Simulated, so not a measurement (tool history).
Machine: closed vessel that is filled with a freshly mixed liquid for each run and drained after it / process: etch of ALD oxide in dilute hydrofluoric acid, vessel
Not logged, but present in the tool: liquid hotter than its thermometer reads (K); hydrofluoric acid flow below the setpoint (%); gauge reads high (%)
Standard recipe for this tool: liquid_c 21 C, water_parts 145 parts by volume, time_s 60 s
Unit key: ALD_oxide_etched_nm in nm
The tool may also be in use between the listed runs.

run    hour  liquid_c  water_parts  time_s  wafers since the last listed run  hours since the thermometer was replaced  hours since the hydrofluoric acid flow meter was replaced  hours since the gauge calibration  read-back film thickness of the ALD oxide reference wafer, read on the same gauge (nm)  ALD_oxide_etched_nm
  1       0        21          145      60                                 0                                     187.9                                                      273.2                               31.5                                                                                  120.01                 9.81
  2    37.2        21          145      60                              2383                                     225.1                                                      310.4                               68.7                                                                                  120.01                 9.68
       98.4  -- hydrofluoric acid flow meter replaced
  3   111.4        21          145      45                              4689                                     299.3                                                         13                              142.9                                                                                  120.01                 7.62
  4   189.7        21          145      60                              5016                                     377.6                                                       91.3                              221.2                                                                                     120                 9.99
  5     242        21          145      60                              3350                                     429.9                                                      143.6                              273.5                                                                                  120.02                  9.7
  6   335.8        21          145      60                              6009                                     523.7                                                      237.4                              367.3                                                                                     120                  9.7
  7   427.5        21          145      60                              5875                                     615.4                                                      329.1                                459                                                                                  120.01                 9.57
  8     515        21          145      60                              5606                                     702.9                                                      416.6                              546.5                                                                                     120                  9.5
      540.7  -- hydrofluoric acid flow meter replaced
  9   581.5        21          145      60                              4196                                     769.4                                                       40.8                                613                                                                                  119.99                10.09
 10   663.7        21          145      60                              5266                                     851.6                                                        123                              695.2                                                                                     120                 9.98
 11   739.2        23          145      60                              4837                                     927.1                                                      198.5                              770.7                                                                                     120                10.67
 12   796.6        23          145      60                              3677                                     984.5                                                      255.9                              828.1                                                                                  119.96                10.61
 13   854.5        23          145      60                              3709                                    1042.4                                                      313.8                                886                                                                                  120.01                10.52
 14   899.9        21          195      60                              2908                                    1087.8                                                      359.2                              931.4                                                                                  120.02                 6.69
      953.6  -- hydrofluoric acid flow meter replaced
 15   976.6        21          195      60                              4850                                    1164.5                                                         23                             1008.1                                                                                  120.02                 7.15
 16  1023.7        21          120      60                              3017                                    1211.6                                                       70.1                             1055.2                                                                                  119.99                12.34
 17  1060.8        23          145      60                              2377                                    1248.7                                                      107.2                             1092.3                                                                                  119.99                10.79
     1140.1  -- gauge calibrated
 18    1149        21          145      60                              5650                                    1336.9                                                      195.4                                8.9                                                                                  120.03                 9.73
     1152.2  -- thermometer replaced
 19  1263.2        21          145      60                              7252                                       111                                                      309.6                              123.1                                                                                  119.99                  9.6
     1331.9  -- hydrofluoric acid flow meter replaced
 20    1343        21          145      60                              5048                                     190.8                                                       11.1                              202.9                                                                                  119.99                10.18
 21  1394.6      25.5          145      30                              3306                                     242.4                                                       62.7                              254.5                                                                                     120                 5.94
 22  1443.2        18          100      60                              3113                                       291                                                      111.3                              303.1                                                                                     120                 13.2
 23  1514.5        21          145      30                              4568                                     362.3                                                      182.6                              374.4                                                                                  120.01                 4.92
 24  1614.3        17          205      45                              6394                                     462.1                                                      282.4                              474.2                                                                                  119.98                 4.14
 25  1719.7        25          145      45                              6752                                     567.5                                                      387.8                              579.6                                                                                  120.01                 8.36
     1783.2  -- hydrofluoric acid flow meter replaced
 26  1805.6        21          145      60                              5439                                     653.4                                                       22.4                              665.5                                                                                  119.98                 10.1
 27  1847.5      17.5          205      60                              2684                                     695.3                                                       64.3                              707.4                                                                                  119.98                 5.85
 28  1900.2        19          145      50                              3376                                       748                                                        117                              760.1                                                                                  119.99                 7.65
 29  1942.2      19.5          145      60                              2690                                       790                                                        159                              802.1                                                                                  119.98                 9.38
 30  1980.5        24          190      85                              2453                                     828.3                                                      197.3                              840.4                                                                                  119.99                11.52
 31  2022.9      25.5          145      85                              2716                                     870.7                                                      239.7                              882.8                                                                                  120.01                 16.5
 32  2105.8        21          170      30                              5311                                     953.6                                                      322.6                              965.7                                                                                  119.99                 3.98

Here are 4 independent what-if runs from the current tool condition. What would each one return?
  A  2106.5        21           95      60                                44                                     954.3                                                      323.3                              966.4                                                                                       ?                    ?
  B  2106.5      23.5          145      50                                44                                     954.3                                                      323.3                              966.4                                                                                       ?                    ?
  C  2106.5      23.5          145      60                                44                                     954.3                                                      323.3                              966.4                                                                                       ?                    ?
  D  2106.5      18.5           90      40                                44                                     954.3                                                      323.3                              966.4                                                                                       ?                    ?

run  read-back film thickness of the ALD oxide reference wafer, read on the same gauge (nm)  ALD_oxide_etched_nm
  A                                                                                  120.01                15.52
  B                                                                                  120.01                 8.81
  C                                                                                  120.01                10.57
  D                                                                                  120.01                 9.91
The same runs, with their run-to-run variation unchanged, on a tool lacking any hidden condition would have given:
run  ALD_oxide_etched_nm
  A                16.45
  B                 9.37
  C                11.24
  D                 10.5
